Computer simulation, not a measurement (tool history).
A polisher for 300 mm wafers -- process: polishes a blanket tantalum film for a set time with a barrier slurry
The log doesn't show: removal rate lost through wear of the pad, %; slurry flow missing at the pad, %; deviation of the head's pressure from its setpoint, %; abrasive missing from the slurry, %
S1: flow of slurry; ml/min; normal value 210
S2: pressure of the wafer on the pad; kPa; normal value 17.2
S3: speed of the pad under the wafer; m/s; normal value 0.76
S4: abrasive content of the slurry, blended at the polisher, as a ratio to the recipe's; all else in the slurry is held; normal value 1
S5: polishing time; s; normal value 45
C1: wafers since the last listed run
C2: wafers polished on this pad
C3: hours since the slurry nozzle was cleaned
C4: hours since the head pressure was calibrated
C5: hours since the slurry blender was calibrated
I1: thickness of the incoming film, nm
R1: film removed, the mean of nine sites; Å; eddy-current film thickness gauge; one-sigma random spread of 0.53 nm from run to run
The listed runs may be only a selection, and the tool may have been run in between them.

run	hour	S1	S2	S3	S4	S5	C1	C2	C3	C4	C5	I1	R1
1	0	210	17.2	0.76	0.9	45	0	1001	480.2	1172.8	16.4	198.4	577
# hour 12.3: worn pad replaced by a new one
2	12.8	210	17.2	0.76	0.9	45	111	6	493	1185.6	29.2	197.6	613
3	29	210	17.2	0.7	1.2	45	204	211	509.2	1201.8	45.4	198.8	607
4	35.2	210	17.2	0.7	1.2	45	78	289	515.4	1208	51.6	201.7	603
5	49.6	210	17.2	0.7	1	45	181	471	529.8	1222.4	66	199.2	561
6	61.6	210	17.2	0.7	1	45	151	622	541.8	1234.4	78	198.6	551
7	76.4	210	17.2	0.7	1	45	186	809	556.6	1249.2	92.8	198	544
8	91.7	210	17.2	0.76	1	45	193	1002	571.9	1264.5	108.1	202.3	584
9	97.7	210	17.2	0.76	1	45	75	1078	577.9	1270.5	114.1	200.8	575
# hour 102.6: worn pad replaced by a new one
10	104.5	210	17.2	0.76	1	45	35	24	584.7	1277.3	120.9	198.5	611
11	111.2	210	17.2	0.76	1	45	84	108	591.4	1284	127.6	199.9	610
12	120.7	210	17.2	0.76	1	45	119	228	600.9	1293.5	137.1	203.1	591
13	127.1	210	17.2	0.76	1	34	80	309	607.3	1299.9	143.5	201.7	448
# hour 134.1: head pressure recalibrated
14	139.1	210	17.2	0.76	1	45	126	435	619.3	5	155.5	199.7	590
# hour 145.6: slurry nozzle cleaned
15	155.7	210	17.2	0.9	1	45	196	632	10.1	21.6	172.1	200.1	661
16	170.5	210	17.2	0.6	1	45	186	819	24.9	36.4	186.9	200.3	468
17	184.5	160	17.2	0.58	0.7	34	176	996	38.9	50.4	200.9	200.3	273
18	191	210	17.2	0.76	1	45	82	1078	45.4	56.9	207.4	202.9	560
# hour 195.3: slurry blender recalibrated
# hour 199.9: worn pad replaced by a new one
19	200.4	210	17.2	0.7	1.2	45	42	5	54.8	66.3	5.1	202.7	637
20	208	210	17.2	0.68	1	45	95	101	62.4	73.9	12.7	199	565
21	216.3	245	17.2	0.76	1	45	104	206	70.7	82.2	21	200.3	631
22	230.1	210	17.2	0.76	1	55	174	380	84.5	96	34.8	200.3	753
23	241.8	210	17.2	0.76	1	45	147	528	96.2	107.7	46.5	199.9	593
24	255	210	19.3	0.88	1	45	166	695	109.4	120.9	59.7	199.2	740
25	264	210	17.2	0.54	1	45	113	808	118.4	129.9	68.7	203.2	452
26	279.2	145	17.2	0.76	1.25	56	191	1000	133.6	145.1	83.9	199.6	742
27	288.3	210	23.4	0.56	1.1	54	114	1115	142.7	154.2	93	199.3	779
28	297.2	210	17.2	0.9	1.15	45	112	1227	151.6	163.1	101.9	201.8	700
# hour 303: worn pad replaced by a new one
29	310.7	210	13.8	0.76	1.25	45	119	96	165.1	176.6	115.4	196.6	529

Each row is a separate what-if for the run after 29, all from the same tool condition, not one after another. Results?
A	311.1	140	17.2	0.76	1	45	5	101	165.5	177	115.8	196.6	?
B	311.1	235	17.2	0.56	0.8	45	5	101	165.5	177	115.8	196.6	?
C	311.1	210	13.8	0.76	1.15	52	5	101	165.5	177	115.8	196.6	?
D	311.1	185	22.8	0.64	0.9	45	5	101	165.5	177	115.8	196.6	?
E	311.1	210	17.2	0.76	1.25	40	5	101	165.5	177	115.8	196.6	?

run	R1
A	565
B	437
C	590
D	655
E	583
What these runs would have given with no unlogged condition in the tool:
run	R1
A	604
B	471
C	628
D	703
E	619

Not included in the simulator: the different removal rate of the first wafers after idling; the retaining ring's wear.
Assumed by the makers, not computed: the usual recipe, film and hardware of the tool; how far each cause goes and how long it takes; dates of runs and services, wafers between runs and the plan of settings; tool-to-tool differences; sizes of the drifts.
